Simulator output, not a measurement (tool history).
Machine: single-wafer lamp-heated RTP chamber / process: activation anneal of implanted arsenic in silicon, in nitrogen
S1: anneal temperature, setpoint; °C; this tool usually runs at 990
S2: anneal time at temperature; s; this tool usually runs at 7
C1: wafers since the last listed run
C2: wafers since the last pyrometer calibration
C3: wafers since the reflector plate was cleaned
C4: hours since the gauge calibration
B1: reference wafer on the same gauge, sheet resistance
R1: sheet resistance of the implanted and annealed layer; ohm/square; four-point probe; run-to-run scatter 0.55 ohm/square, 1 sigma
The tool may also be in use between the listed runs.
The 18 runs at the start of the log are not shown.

run	day	S1	S2	C1	C2	C3	C4	B1	R1
# day 16.450: gauge calibrated
19	17.729	990	7	1065	2454	5341	30.7	112.96	139.64
20	18.846	974	7	547	3001	5888	57.5	112.97	146.43
21	20.321	1018	8	722	3723	6611	92.9	112.99	126.17
# day 21.188: pyrometer window cleaned and pyrometer calibrated
22	21.608	981	6	467	206	7078	123.8	112.93	144.59
23	22.375	990	5	375	582	7454	142.2	113.05	143.82
24	23.850	969	3	722	1305	8176	177.6	112.93	155.72
25	24.738	990	7	434	1739	8611	198.9	112.96	141.02
26	26.229	1012	11	730	2470	9342	234.7	112.87	123.56
27	27.112	979	10	432	2903	9775	255.9	113.04	139.10
# day 28.254: reflector plate cleaned
28	28.275	1003	8	406	3309	9	283.8	113.00	131.73
29	29.208	974	4	457	3766	466	306.2	112.95	150.83
# day 30.146: pyrometer window cleaned and pyrometer calibrated
30	30.167	1015	7	306	10	772	329.2	112.96	128.01
31	31.233	1013	5	522	533	1295	354.8	113.17	134.44
32	31.804	972	6	279	812	1574	368.5	113.00	148.41
33	33.238	976	10	702	1514	2276	402.9	113.00	140.34
34	34.212	982	4	477	1992	2754	426.3	112.88	148.53
35	35.167	990	7	467	2460	3222	449.2	112.94	140.01
36	36.442	960	10	624	3084	3846	479.8	113.15	147.75
37	37.796	969	3	663	3748	4510	512.3	113.09	155.82

Forecast run 38:
38	38.542	990	4	365	4113	4875	530.2	?	?

B1: 113.20
R1: 145.22 ohm/square
Take away the tool's hidden state, keep the run-to-run variation as it was, and the same run would have given R1 145.22 ohm/square.

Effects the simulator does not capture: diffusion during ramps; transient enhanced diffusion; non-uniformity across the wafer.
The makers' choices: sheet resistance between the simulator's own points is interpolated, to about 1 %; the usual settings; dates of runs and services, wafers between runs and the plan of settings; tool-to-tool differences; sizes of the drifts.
